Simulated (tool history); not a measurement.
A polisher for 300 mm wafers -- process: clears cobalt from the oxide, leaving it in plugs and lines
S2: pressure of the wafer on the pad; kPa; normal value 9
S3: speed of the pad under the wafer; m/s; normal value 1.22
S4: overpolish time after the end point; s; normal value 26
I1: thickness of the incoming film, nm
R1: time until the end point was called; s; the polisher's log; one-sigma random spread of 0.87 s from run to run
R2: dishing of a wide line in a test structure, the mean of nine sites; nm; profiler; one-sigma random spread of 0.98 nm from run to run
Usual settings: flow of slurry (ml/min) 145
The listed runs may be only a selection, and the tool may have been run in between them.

Run 1, hour 0: usual settings; I1 360.9. Result: R1 85.7 s, R2 48.4 nm.
At hour 5.9: worn pad replaced by a new one.
Run 2, hour 34.2: usual settings but S4 19 s; I1 356. Result: R1 77 s, R2 43.5 nm.
Run 3, hour 57: usual settings but S4 19 s; I1 364.2. Result: R1 78.6 s, R2 43.5 nm.
Run 4, hour 82.7: usual settings; I1 358.7. Result: R1 78.5 s, R2 49.6 nm.
Run 5, hour 107.1: usual settings; I1 357.3. Result: R1 78.4 s, R2 49.4 nm.
Run 6, hour 126.8: usual settings; I1 355. Result: R1 79 s, R2 48 nm.
Run 7, hour 189.5: usual settings but flow of slurry (ml/min) 125; I1 357.1. Result: R1 87.4 s, R2 48.1 nm.
Run 8, hour 208.9: usual settings but flow of slurry (ml/min) 125; I1 358.3. Result: R1 88.3 s, R2 46.2 nm.
Run 9, hour 225.4: usual settings but flow of slurry (ml/min) 125; I1 361.7. Result: R1 88.9 s, R2 48.3 nm.
Run 10, hour 257.2: usual settings; I1 358.8. Result: R1 85.4 s, R2 49.2 nm.
At hour 272: worn pad replaced by a new one.
Run 11, hour 289.7: usual settings; I1 357.8. Result: R1 79.6 s, R2 48.9 nm.
At hour 302.6: slurry nozzle cleaned.
Run 12, hour 323.9: usual settings but flow of slurry (ml/min) 95; I1 362.5. Result: R1 85.9 s, R2 49 nm.
Run 13, hour 356.8: usual settings but flow of slurry (ml/min) 130, S2 7.6 kPa, S4 20 s; I1 352.8. Result: R1 91.1 s, R2 40.8 nm.
Run 14, hour 392: usual settings but S3 0.98 m/s, S4 36 s; I1 362.9. Result: R1 101 s, R2 52.2 nm.
Run 15, hour 406: usual settings but flow of slurry (ml/min) 105, S4 21 s; I1 366.9. Result: R1 89.9 s, R2 42.5 nm.
Run 16, hour 426.2: usual settings but flow of slurry (ml/min) 115, S3 0.88 m/s, S4 20 s; I1 357.2. Result: R1 121.3 s, R2 34.9 nm.
Run 17, hour 450.1: usual settings but flow of slurry (ml/min) 160, S4 40 s; I1 364. Result: R1 81.7 s, R2 58 nm.
Run 18, hour 470.1: usual settings but S4 32 s; I1 362.7. Result: R1 84.8 s, R2 54.7 nm.
At hour 485.4: head pressure recalibrated.
Run 19, hour 489.2: usual settings but flow of slurry (ml/min) 115, S3 0.88 m/s, S4 20 s; I1 358.2. Result: R1 127.9 s, R2 34.6 nm.
Run 20, hour 509.2: usual settings but flow of slurry (ml/min) 190, S2 6.9 kPa, S4 21 s; I1 362.3. Result: R1 106.8 s, R2 40.5 nm.
At hour 538: worn pad replaced by a new one.
Run 21, hour 540: usual settings but flow of slurry (ml/min) 120, S2 7.6 kPa, S3 1.46 m/s, S4 10 s; I1 357. Result: R1 83.8 s, R2 27.4 nm.
Run 22, hour 569.8: usual settings; I1 367. Result: R1 81 s, R2 49.1 nm.
At hour 596.5: slurry nozzle cleaned.
Run 23, hour 602.3: usual settings but flow of slurry (ml/min) 125, S2 11 kPa, S3 0.88 m/s; I1 357.5. Result: R1 86.3 s, R2 49.4 nm.
Run 24, hour 618.2: usual settings but S2 7.6 kPa, S3 1.48 m/s; I1 354.8. Result: R1 74.8 s, R2 50.6 nm.
Run 25, hour 646.5: usual settings but S4 13 s; I1 365.9. Result: R1 79 s, R2 35.1 nm.
Run 26, hour 671.1: usual settings but S2 12.4 kPa, S3 1 m/s; I1 362.3. Result: R1 69.8 s, R2 53.1 nm.
Run 27, hour 685.2: usual settings but S3 1.38 m/s; I1 365.6. Result: R1 70.9 s, R2 52.9 nm.
Run 28, hour 716.7: usual settings; I1 357.8. Result: R1 80.5 s, R2 48.1 nm.
Run 29, hour 748: usual settings but S3 1.04 m/s; I1 359.2. Result: R1 95.9 s, R2 44.4 nm.
Run 30, hour 774.3: usual settings; I1 361.4. Result: R1 87.5 s, R2 48.9 nm.
Run 31, hour 787.3: usual settings but flow of slurry (ml/min) 125, S2 9.7 kPa, S3 1.34 m/s, S4 20 s; I1 363.4. Result: R1 76.8 s, R2 44.3 nm.
At hour 820.8: worn pad replaced by a new one.
Run 32, hour 821.3: usual settings but flow of slurry (ml/min) 125, S2 7.6 kPa, S3 0.94 m/s, S4 21 s; I1 360.1. Result: R1 127.9 s, R2 33.7 nm.
Run 33, hour 842.8: usual settings but flow of slurry (ml/min) 185, S2 6.2 kPa, S3 0.88 m/s; I1 363.7. Result: R1 154.9 s, R2 35.8 nm.
Run 34, hour 935.3: usual settings but S2 6.9 kPa; I1 361.2. Result: R1 107.6 s, R2 43.1 nm.

Run-by-run hidden state of the tool:
deviation of the head's pressure from its setpoint, %: 0 on each run
H1: removal rate lost through wear of the pad, %
H2: slurry flow missing at the pad, %
run     H1    H2
  1   9.69  13.8
  2  0.149  18.8
  3  0.372  21.4
  4  0.779  23.8
  5   1.32  25.5
  6   1.86  26.7
  7   4.22  29.3
  8   5.14  29.8
  9   6.01  30.2
 10   7.86  30.9
 11   1.23  31.3
 12   1.53  7.08
 13   2.08    14
 14   2.97  19.4
 15   3.41  21.1
 16   4.13  23.3
 17   5.12  25.3
 18   6.05  26.7
 19   7.03  27.9
 20   8.15  28.9
 21  0.735  30.1
 22   0.86    31
 23   1.25  1.94
 24   1.53  6.06
 25   2.19  12.1
 26   2.93  16.2
 27   3.42  18.2
 28   4.69  21.8
 29   6.19  24.5
 30   7.64  26.3
 31   8.42    27
 32   1.26  28.5
 33   1.32  29.3
 34   2.89  31.3
